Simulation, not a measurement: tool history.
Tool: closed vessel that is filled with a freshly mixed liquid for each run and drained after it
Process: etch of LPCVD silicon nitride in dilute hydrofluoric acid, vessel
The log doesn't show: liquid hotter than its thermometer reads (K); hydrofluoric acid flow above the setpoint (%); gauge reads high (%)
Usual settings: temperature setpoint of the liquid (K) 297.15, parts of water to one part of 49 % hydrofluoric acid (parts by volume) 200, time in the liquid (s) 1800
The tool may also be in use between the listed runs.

run    hour  temperature setpoint of the liquid (K)  parts of water to one part of 49 % hydrofluoric acid (parts by volume)  time in the liquid (s)  wafers since the last listed run  hours since the thermometer was replaced  hours since the hydrofluoric acid flow meter was replaced  hours since the gauge calibration  read-back film thickness of the LPCVD silicon nitride reference wafer, read on the same gauge (nm)  thickness taken off the LPCVD silicon nitride on a monitor wafer (nm)
  1       0                                  297.15                                                                     145                    1800                                 0                                    1027.4                                                      754.6                              718.5                                                                                              50.011                                                                  5.949
  2   106.6                                  297.15                                                                     200                    1800                              5683                                      1134                                                      861.2                              825.1                                                                                              49.982                                                                  4.236
  3   209.8                                  297.15                                                                     200                    1800                              5502                                    1237.2                                                      964.4                              928.3                                                                                              49.988                                                                  4.307
  4   255.4                                  297.15                                                                     200                    1800                              2431                                    1282.8                                                       1010                              973.9                                                                                              49.999                                                                  4.263
  5   451.5                                  297.15                                                                     200                    1800                             10455                                    1478.9                                                     1206.1                               1170                                                                                              50.008                                                                  4.248
  6   557.9                                  296.15                                                                     200                    2115                              5673                                    1585.3                                                     1312.5                             1276.4                                                                                              49.997                                                                   4.75
      579.6  -- gauge calibrated
  7   657.6                                  297.15                                                                     200                    1800                              5315                                      1685                                                     1412.2                                 78                                                                                              49.999                                                                    4.3
  8   703.3                                  297.15                                                                     200                    1800                              2436                                    1730.7                                                     1457.9                              123.7                                                                                              49.995                                                                  4.288
  9   790.2                                  297.15                                                                     200                    1800                              4633                                    1817.6                                                     1544.8                              210.6                                                                                              49.999                                                                  4.316
 10   834.5                                  297.15                                                                     200                    1800                              2362                                    1861.9                                                     1589.1                              254.9                                                                                              49.994                                                                  4.291
      880.3  -- thermometer replaced
      882.1  -- hydrofluoric acid flow meter replaced
 11   934.1                                  297.15                                                                     200                    1800                              5203                                      53.8                                                         52                              354.5                                                                                              49.998                                                                   4.29
 12   978.6                                  299.15                                                                     200                    1800                              2372                                      98.3                                                       96.5                                399                                                                                              49.969                                                                  4.891
 13  1072.3                                  297.15                                                                     200                    2435                              4995                                       192                                                      190.2                              492.7                                                                                              50.003                                                                   5.76
 14  1161.8                                  297.15                                                                     200                    1800                              4771                                     281.5                                                      279.7                              582.2                                                                                              49.987                                                                  4.209

The next listed run, before its measurement:
 15  1244.3                                  295.15                                                                     270                    1800                              4398                                       364                                                      362.2                              664.7                                                                                                   ?                                                                      ?

Run 15 gave read-back film thickness of the LPCVD silicon nitride reference wafer, read on the same gauge (nm) 49.99, thickness taken off the LPCVD silicon nitride on a monitor wafer (nm) 2.821.
Without the tool's hidden state the same run would have given thickness taken off the LPCVD silicon nitride on a monitor wafer (nm) 2.821.

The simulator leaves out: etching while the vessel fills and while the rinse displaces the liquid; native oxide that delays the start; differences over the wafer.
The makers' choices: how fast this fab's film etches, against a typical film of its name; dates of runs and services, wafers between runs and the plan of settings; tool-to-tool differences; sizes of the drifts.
